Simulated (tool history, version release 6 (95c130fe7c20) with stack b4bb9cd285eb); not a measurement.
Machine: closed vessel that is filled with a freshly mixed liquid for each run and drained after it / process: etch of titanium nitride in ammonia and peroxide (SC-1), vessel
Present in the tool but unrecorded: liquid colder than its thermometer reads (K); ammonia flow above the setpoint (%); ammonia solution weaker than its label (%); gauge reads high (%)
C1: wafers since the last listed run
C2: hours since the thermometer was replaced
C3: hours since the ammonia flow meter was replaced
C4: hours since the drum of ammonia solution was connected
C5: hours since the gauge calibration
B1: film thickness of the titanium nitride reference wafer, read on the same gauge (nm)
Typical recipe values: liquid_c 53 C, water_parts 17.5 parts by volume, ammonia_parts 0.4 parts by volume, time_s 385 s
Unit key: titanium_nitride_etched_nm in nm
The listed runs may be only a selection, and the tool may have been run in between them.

run 1 day=0 | liquid_c=53 water_parts=21.5 ammonia_parts=0.4 time_s=385 | C1=0 C2=903.3 C3=52.2 C4=383.4 C5=866.5 | B1=150.01 | titanium_nitride_etched_nm=12.57
run 2 day=2.621 | liquid_c=53 water_parts=21.5 ammonia_parts=0.4 time_s=385 | C1=5231 C2=966.2 C3=115.1 C4=446.3 C5=929.4 | B1=149.96 | titanium_nitride_etched_nm=12.48
run 3 day=4.721 | liquid_c=53 water_parts=21.5 ammonia_parts=0.4 time_s=385 | C1=4191 C2=1016.6 C3=165.5 C4=496.7 C5=979.8 | B1=149.94 | titanium_nitride_etched_nm=12.41
run 4 day=7.258 | liquid_c=60 water_parts=17.5 ammonia_parts=0.3 time_s=385 | C1=5065 C2=1077.5 C3=226.4 C4=557.6 C5=1040.7 | B1=150 | titanium_nitride_etched_nm=20.96
-- day=7.9 new drum of ammonia solution connected
run 5 day=14.883 | liquid_c=53 water_parts=17.5 ammonia_parts=0.4 time_s=385 | C1=15136 C2=1260.5 C3=409.4 C4=167.6 C5=1223.7 | B1=149.98 | titanium_nitride_etched_nm=13.92
run 6 day=16.742 | liquid_c=53 water_parts=17.5 ammonia_parts=0.4 time_s=385 | C1=3709 C2=1305.1 C3=454 C4=212.2 C5=1268.3 | B1=149.99 | titanium_nitride_etched_nm=13.9
run 7 day=18.192 | liquid_c=53 water_parts=17.5 ammonia_parts=0.4 time_s=385 | C1=2894 C2=1339.9 C3=488.8 C4=247 C5=1303.1 | B1=150.04 | titanium_nitride_etched_nm=13.97
-- day=20.112 ammonia flow meter replaced
run 8 day=20.512 | liquid_c=53 water_parts=17.5 ammonia_parts=0.4 time_s=385 | C1=4549 C2=1395.6 C3=9.6 C4=302.7 C5=1358.8 | B1=150.03 | titanium_nitride_etched_nm=13.9
run 9 day=22.812 | liquid_c=53 water_parts=17.5 ammonia_parts=0.4 time_s=385 | C1=4590 C2=1450.8 C3=64.8 C4=357.9 C5=1414 | B1=149.98 | titanium_nitride_etched_nm=13.87
-- day=23.233 gauge calibrated
run 10 day=25.025 | liquid_c=53 water_parts=17.5 ammonia_parts=0.4 time_s=385 | C1=4416 C2=1503.9 C3=117.9 C4=411 C5=43 | B1=150.03 | titanium_nitride_etched_nm=13.86
run 11 day=26.396 | liquid_c=53 water_parts=17.5 ammonia_parts=0.4 time_s=530 | C1=2736 C2=1536.8 C3=150.8 C4=443.9 C5=75.9 | B1=150 | titanium_nitride_etched_nm=19.08
run 12 day=28.417 | liquid_c=50 water_parts=25.5 ammonia_parts=0.55 time_s=300 | C1=4033 C2=1585.3 C3=199.3 C4=492.4 C5=124.4 | B1=149.99 | titanium_nitride_etched_nm=7.49
run 13 day=31.108 | liquid_c=53 water_parts=20 ammonia_parts=0.4 time_s=385 | C1=5372 C2=1649.9 C3=263.9 C4=557 C5=189 | B1=149.97 | titanium_nitride_etched_nm=12.79
run 14 day=32.708 | liquid_c=45.5 water_parts=17.5 ammonia_parts=0.5 time_s=385 | C1=3193 C2=1688.3 C3=302.3 C4=595.4 C5=227.4 | B1=150.01 | titanium_nitride_etched_nm=8.49
run 15 day=34.112 | liquid_c=53 water_parts=17.5 ammonia_parts=0.4 time_s=530 | C1=2802 C2=1722 C3=336 C4=629.1 C5=261.1 | B1=149.99 | titanium_nitride_etched_nm=18.96
-- day=35.092 new drum of ammonia solution connected
-- day=36.183 thermometer replaced
run 16 day=36.296 | liquid_c=53 water_parts=17.5 ammonia_parts=0.4 time_s=325 | C1=4191 C2=2.7 C3=388.4 C4=28.9 C5=313.5 | B1=150 | titanium_nitride_etched_nm=11.93
run 17 day=39.088 | liquid_c=53 water_parts=17.5 ammonia_parts=0.4 time_s=385 | C1=5572 C2=69.7 C3=455.4 C4=95.9 C5=380.5 | B1=149.99 | titanium_nitride_etched_nm=14.08
run 18 day=40.758 | liquid_c=58 water_parts=25 ammonia_parts=0.55 time_s=470 | C1=3335 C2=109.8 C3=495.5 C4=136 C5=420.6 | B1=150 | titanium_nitride_etched_nm=20.96
run 19 day=43.058 | liquid_c=59 water_parts=12.5 ammonia_parts=0.25 time_s=590 | C1=4590 C2=165 C3=550.7 C4=191.2 C5=475.8 | B1=150.01 | titanium_nitride_etched_nm=35.68
-- day=44.883 ammonia flow meter replaced
run 20 day=44.946 | liquid_c=45.5 water_parts=17.5 ammonia_parts=0.5 time_s=385 | C1=3684 C2=210.3 C3=1.5 C4=236.5 C5=521.1 | B1=150.01 | titanium_nitride_etched_nm=8.71
run 21 day=46.629 | liquid_c=53 water_parts=17.5 ammonia_parts=0.25 time_s=550 | C1=3360 C2=250.7 C3=41.9 C4=276.9 C5=561.5 | B1=150.03 | titanium_nitride_etched_nm=18.44
run 22 day=49.054 | liquid_c=59.5 water_parts=17.5 ammonia_parts=0.4 time_s=535 | C1=4840 C2=308.9 C3=100.1 C4=335.1 C5=619.7 | B1=150 | titanium_nitride_etched_nm=30.12

Had the tool no unlogged condition, and each run kept its random variation, what would the results have been?
run=1 titanium_nitride_etched_nm=12.75
run=2 titanium_nitride_etched_nm=12.66
run=3 titanium_nitride_etched_nm=12.59
run=4 titanium_nitride_etched_nm=21.28
run=5 titanium_nitride_etched_nm=14.18
run=6 titanium_nitride_etched_nm=14.17
run=7 titanium_nitride_etched_nm=14.25
run=8 titanium_nitride_etched_nm=14.18
run=9 titanium_nitride_etched_nm=14.17
run=10 titanium_nitride_etched_nm=14.16
run=11 titanium_nitride_etched_nm=19.51
run=12 titanium_nitride_etched_nm=7.67
run=13 titanium_nitride_etched_nm=13.1
run=14 titanium_nitride_etched_nm=8.72
run=15 titanium_nitride_etched_nm=19.45
run=16 titanium_nitride_etched_nm=11.96
run=17 titanium_nitride_etched_nm=14.13
run=18 titanium_nitride_etched_nm=21.04
run=19 titanium_nitride_etched_nm=35.85
run=20 titanium_nitride_etched_nm=8.76
run=21 titanium_nitride_etched_nm=18.56
run=22 titanium_nitride_etched_nm=30.31
